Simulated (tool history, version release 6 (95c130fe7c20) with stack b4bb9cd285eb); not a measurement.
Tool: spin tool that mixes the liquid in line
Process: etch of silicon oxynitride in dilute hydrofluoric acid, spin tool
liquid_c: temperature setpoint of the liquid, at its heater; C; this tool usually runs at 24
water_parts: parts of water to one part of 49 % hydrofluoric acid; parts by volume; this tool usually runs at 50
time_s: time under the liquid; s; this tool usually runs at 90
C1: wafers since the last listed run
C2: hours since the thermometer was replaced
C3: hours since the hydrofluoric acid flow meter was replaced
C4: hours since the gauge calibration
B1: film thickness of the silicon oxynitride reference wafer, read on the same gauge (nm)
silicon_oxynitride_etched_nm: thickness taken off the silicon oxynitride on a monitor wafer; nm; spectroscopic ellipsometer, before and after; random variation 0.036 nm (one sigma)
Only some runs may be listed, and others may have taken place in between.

Run 1, hour 0: usual settings; C1 0; C2 2427; C3 352.5; C4 192.4; B1 140.02. Result: silicon_oxynitride_etched_nm 7.19 nm.
Run 2, hour 17.4: usual settings; C1 113; C2 2444.4; C3 369.9; C4 209.8; B1 140. Result: silicon_oxynitride_etched_nm 7.22 nm.
Run 3, hour 53: usual settings but liquid_c 22 C; C1 232; C2 2480; C3 405.5; C4 245.4; B1 140.03. Result: silicon_oxynitride_etched_nm 6.56 nm.
Run 4, hour 85.3: usual settings but liquid_c 22 C; C1 210; C2 2512.3; C3 437.8; C4 277.7; B1 140.01. Result: silicon_oxynitride_etched_nm 6.54 nm.
Run 5, hour 111.5: usual settings but liquid_c 22 C; C1 170; C2 2538.5; C3 464; C4 303.9; B1 140.02. Result: silicon_oxynitride_etched_nm 6.55 nm.
Run 6, hour 132.6: usual settings but water_parts 35 parts by volume; C1 137; C2 2559.6; C3 485.1; C4 325; B1 140. Result: silicon_oxynitride_etched_nm 10.47 nm.
Run 7, hour 158.7: usual settings but water_parts 35 parts by volume; C1 170; C2 2585.7; C3 511.2; C4 351.1; B1 139.98. Result: silicon_oxynitride_etched_nm 10.49 nm.
Run 8, hour 190.7: usual settings but water_parts 40 parts by volume; C1 208; C2 2617.7; C3 543.2; C4 383.1; B1 139.98. Result: silicon_oxynitride_etched_nm 9.07 nm.
Run 9, hour 226.5: usual settings but water_parts 40 parts by volume; C1 233; C2 2653.5; C3 579; C4 418.9; B1 139.99. Result: silicon_oxynitride_etched_nm 9.17 nm.
Run 10, hour 249: usual settings but water_parts 40 parts by volume; C1 146; C2 2676; C3 601.5; C4 441.4; B1 140.02. Result: silicon_oxynitride_etched_nm 9.25 nm.
At hour 254.4: hydrofluoric acid flow meter replaced.
Run 11, hour 278.5: usual settings; C1 185; C2 2705.5; C3 24.1; C4 470.9; B1 140.02. Result: silicon_oxynitride_etched_nm 7.2 nm.
Run 12, hour 311.8: usual settings; C1 217; C2 2738.8; C3 57.4; C4 504.2; B1 140. Result: silicon_oxynitride_etched_nm 7.26 nm.
At hour 316.5: thermometer replaced.
Run 13, hour 332.6: usual settings but liquid_c 21 C, water_parts 35 parts by volume, time_s 140 s; C1 129; C2 16.1; C3 78.2; C4 525; B1 140. Result: silicon_oxynitride_etched_nm 12.45 nm.
At hour 359: gauge calibrated.
Run 14, hour 368.2: usual settings but liquid_c 26.5 C, water_parts 70 parts by volume, time_s 125 s; C1 232; C2 51.7; C3 113.8; C4 9.2; B1 140. Result: silicon_oxynitride_etched_nm 7.05 nm.
Run 15, hour 401.3: usual settings but liquid_c 28 C; C1 215; C2 84.8; C3 146.9; C4 42.3; B1 140.03. Result: silicon_oxynitride_etched_nm 7.84 nm.
Run 16, hour 415: usual settings but liquid_c 20 C, time_s 75 s; C1 89; C2 98.5; C3 160.6; C4 56; B1 140. Result: silicon_oxynitride_etched_nm 4.41 nm.
Run 17, hour 436.5: usual settings but liquid_c 28 C, water_parts 30 parts by volume, time_s 60 s; C1 140; C2 120; C3 182.1; C4 77.5; B1 140.01. Result: silicon_oxynitride_etched_nm 8.82 nm.
Run 18, hour 456.4: usual settings but liquid_c 19 C, time_s 45 s; C1 129; C2 139.9; C3 202; C4 97.4; B1 139.99. Result: silicon_oxynitride_etched_nm 2.51 nm.
Run 19, hour 480.7: usual settings but liquid_c 22 C, water_parts 45 parts by volume, time_s 110 s; C1 158; C2 164.2; C3 226.3; C4 121.7; B1 139.98. Result: silicon_oxynitride_etched_nm 7.98 nm.
Run 20, hour 495.8: usual settings but liquid_c 19 C, time_s 45 s; C1 98; C2 179.3; C3 241.4; C4 136.8; B1 139.99. Result: silicon_oxynitride_etched_nm 2.55 nm.

Hidden condition of the tool, last listed run before each entry between runs versus first listed run after:
Run 10 -> run 11: hydrofluoric acid flow meter replaced (hour 254.4)
  liquid hotter than its thermometer reads (K): 2.75 -> 2.78
  the result without the hidden state subtracted from the measured one, silicon_oxynitride_etched_nm: +1.16 -> +0.9 nm
Run 12 -> run 13: thermometer replaced (hour 316.5)
  liquid hotter than its thermometer reads (K): 2.81 -> 0.223
  the result without the hidden state subtracted from the measured one, silicon_oxynitride_etched_nm: +0.92 -> +0.14 nm
Run 13 -> run 14: gauge calibrated (hour 359)
  liquid hotter than its thermometer reads (K): 0.223 -> 0.258
  the result without the hidden state subtracted from the measured one, silicon_oxynitride_etched_nm: +0.14 -> +0.08 nm
